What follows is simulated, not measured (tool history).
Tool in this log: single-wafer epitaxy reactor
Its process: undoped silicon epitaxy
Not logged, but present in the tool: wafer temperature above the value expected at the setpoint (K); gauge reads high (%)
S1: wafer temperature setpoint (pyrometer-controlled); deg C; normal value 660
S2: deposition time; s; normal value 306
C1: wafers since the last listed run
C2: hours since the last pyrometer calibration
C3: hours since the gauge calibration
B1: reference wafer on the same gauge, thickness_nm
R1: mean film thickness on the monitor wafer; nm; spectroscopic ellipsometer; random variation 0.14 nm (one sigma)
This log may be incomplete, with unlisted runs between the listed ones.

run 1 hour=0.0 | S1=660 S2=306 | C1=0 C2=2260.8 C3=411.4 | B1=61.292 | R1=64.787
run 2 hour=38.2 | S1=660 S2=306 | C1=133 C2=2299.0 C3=449.6 | B1=61.273 | R1=64.889
run 3 hour=105.5 | S1=660 S2=306 | C1=235 C2=2366.3 C3=516.9 | B1=61.290 | R1=64.748
run 4 hour=175.5 | S1=660 S2=306 | C1=244 C2=2436.3 C3=586.9 | B1=61.322 | R1=64.831
run 5 hour=202.2 | S1=660 S2=306 | C1=93 C2=2463.0 C3=613.6 | B1=61.295 | R1=64.849
-- hour=227.9 gauge calibrated
run 6 hour=263.7 | S1=660 S2=306 | C1=214 C2=2524.5 C3=35.8 | B1=61.300 | R1=64.881
run 7 hour=301.5 | S1=660 S2=306 | C1=132 C2=2562.3 C3=73.6 | B1=61.310 | R1=64.701
-- hour=353.9 pyrometer calibrated
run 8 hour=369.9 | S1=672 S2=348 | C1=210 C2=16.0 C3=142.0 | B1=61.283 | R1=73.519
run 9 hour=408.2 | S1=660 S2=306 | C1=133 C2=54.3 C3=180.3 | B1=61.280 | R1=48.441
run 10 hour=454.2 | S1=660 S2=306 | C1=160 C2=100.3 C3=226.3 | B1=61.320 | R1=48.668
run 11 hour=501.4 | S1=647 S2=341 | C1=164 C2=147.5 C3=273.5 | B1=61.312 | R1=39.397
-- hour=513.6 pyrometer calibrated, repeated, since the last time left the tool worse
run 12 hour=544.9 | S1=666 S2=254 | C1=123 C2=31.3 C3=317.0 | B1=61.273 | R1=56.056
run 13 hour=608.1 | S1=650 S2=331 | C1=220 C2=94.5 C3=380.2 | B1=61.293 | R1=49.575
run 14 hour=670.7 | S1=646 S2=354 | C1=218 C2=157.1 C3=442.8 | B1=61.285 | R1=48.542
run 15 hour=726.0 | S1=647 S2=306 | C1=193 C2=212.4 C3=498.1 | B1=61.305 | R1=43.353

Forecast each of these 4 alternatives for the next run:
run A hour=726.5 | S1=673 S2=306 | C1=1 C2=212.9 C3=498.6 | B1=? | R1=?
run B hour=726.5 | S1=666 S2=289 | C1=1 C2=212.9 C3=498.6 | B1=? | R1=?
run C hour=726.5 | S1=668 S2=336 | C1=1 C2=212.9 C3=498.6 | B1=? | R1=?
run D hour=726.5 | S1=667 S2=306 | C1=1 C2=212.9 C3=498.6 | B1=? | R1=?

run=A B1=61.299 R1=81.513
run=B B1=61.299 R1=65.210
run=C B1=61.299 R1=79.520
run=D B1=61.299 R1=70.715
Take away the tool's hidden state, keep each run's random variation, and the runs would have read:
run=A R1=80.151
run=B R1=64.102
run=C R1=78.175
run=D R1=69.516
